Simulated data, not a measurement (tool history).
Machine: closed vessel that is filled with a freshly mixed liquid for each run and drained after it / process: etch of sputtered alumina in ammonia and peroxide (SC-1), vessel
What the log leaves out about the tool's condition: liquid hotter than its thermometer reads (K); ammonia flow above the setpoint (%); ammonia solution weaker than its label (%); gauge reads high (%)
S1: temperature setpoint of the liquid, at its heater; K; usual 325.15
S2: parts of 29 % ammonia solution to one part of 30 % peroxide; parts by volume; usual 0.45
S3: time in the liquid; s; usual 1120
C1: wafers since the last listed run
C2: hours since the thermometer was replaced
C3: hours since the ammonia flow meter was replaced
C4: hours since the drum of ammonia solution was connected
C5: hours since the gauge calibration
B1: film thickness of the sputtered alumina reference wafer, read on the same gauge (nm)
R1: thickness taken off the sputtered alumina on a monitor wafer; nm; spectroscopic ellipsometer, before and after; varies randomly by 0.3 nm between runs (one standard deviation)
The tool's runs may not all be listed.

run,hour,S1,S2,S3,C1,C2,C3,C4,C5,B1,R1
1,0.0,325.15,0.45,1120,0,935.7,51.8,162.2,216.3,60.02,49.65
2,41.2,325.15,0.45,1120,1924,976.9,93.0,203.4,257.5,60.02,49.59
3,245.4,325.15,0.45,1120,9536,1181.1,297.2,407.6,461.7,60.00,49.57
4,324.3,325.15,0.45,1120,3684,1260.0,376.1,486.5,540.6,60.03,49.35
# hour 365.0: new drum of ammonia solution connected
5,378.5,325.15,0.45,1120,2484,1314.2,430.3,13.5,594.8,59.98,49.59
6,460.6,325.15,0.45,1120,3834,1396.3,512.4,95.6,676.9,59.97,49.59
7,557.5,325.15,0.45,1120,4525,1493.2,609.3,192.5,773.8,59.99,49.62
8,643.1,321.15,0.45,1120,3997,1578.8,694.9,278.1,859.4,60.00,39.68
9,737.0,321.15,0.45,1120,4385,1672.7,788.8,372.0,953.3,59.97,40.03
10,791.9,325.15,0.45,1120,2563,1727.6,843.7,426.9,1008.2,59.97,49.00
11,850.8,325.15,0.45,1120,2750,1786.5,902.6,485.8,1067.1,60.05,49.69
# hour 886.7: ammonia flow meter replaced
12,910.2,325.15,0.45,1120,2727,1845.9,23.5,545.2,1126.5,60.00,49.68
# hour 931.6: new drum of ammonia solution connected
13,1126.8,325.15,0.45,1120,10068,2062.5,240.1,195.2,1343.1,60.04,49.25
14,1178.1,325.15,0.45,1470,2395,2113.8,291.4,246.5,1394.4,60.01,64.92
15,1247.5,321.15,0.45,1510,3241,2183.2,360.8,315.9,1463.8,60.01,53.50
16,1320.2,332.15,0.45,1700,3395,2255.9,433.5,388.6,1536.5,60.04,109.01
# hour 1335.2: thermometer replaced
# hour 1364.9: gauge calibrated
17,1422.4,325.15,0.25,760,4726,87.2,535.7,490.8,57.5,60.01,31.58
18,1480.6,319.15,0.50,520,2718,145.4,593.9,549.0,115.7,60.06,16.60
# hour 1503.8: new drum of ammonia solution connected
19,1538.6,317.15,0.45,1120,2661,203.4,651.9,34.8,173.7,60.01,31.80
20,1577.5,325.15,0.45,1120,1816,242.3,690.8,73.7,212.6,60.05,49.82
21,1671.8,319.15,0.50,520,4403,336.6,785.1,168.0,306.9,60.01,16.70
22,1758.1,333.65,0.55,1120,4030,422.9,871.4,254.3,393.2,60.06,78.96
# hour 1888.6: ammonia flow meter replaced
23,1895.8,325.15,0.45,1120,6384,560.6,7.2,392.0,530.9,60.00,49.68
24,1997.9,332.15,0.35,1370,4768,662.7,109.3,494.1,633.0,60.05,85.93
25,2101.3,331.65,0.60,1120,4828,766.1,212.7,597.5,736.4,59.99,71.79
# hour 2111.4: new drum of ammonia solution connected
26,2145.4,334.65,0.45,1120,2012,810.2,256.8,34.0,780.5,60.00,81.82

Branching from run 26: 4 alternative next runs. What would each branch give?
A,2146.4,325.15,0.45,1120,46,811.2,257.8,35.0,781.5,?,?
B,2146.4,328.15,0.55,1120,46,811.2,257.8,35.0,781.5,?,?
C,2146.4,325.15,0.55,1605,46,811.2,257.8,35.0,781.5,?,?
D,2146.4,325.15,0.45,565,46,811.2,257.8,35.0,781.5,?,?

run,B1,R1
A,60.03,49.16
B,60.03,58.86
C,60.03,71.80
D,60.03,24.80
With the hidden condition removed and each run's random variation left untouched, the same runs would have given:
run,R1
A,49.16
B,58.86
C,71.80
D,24.80
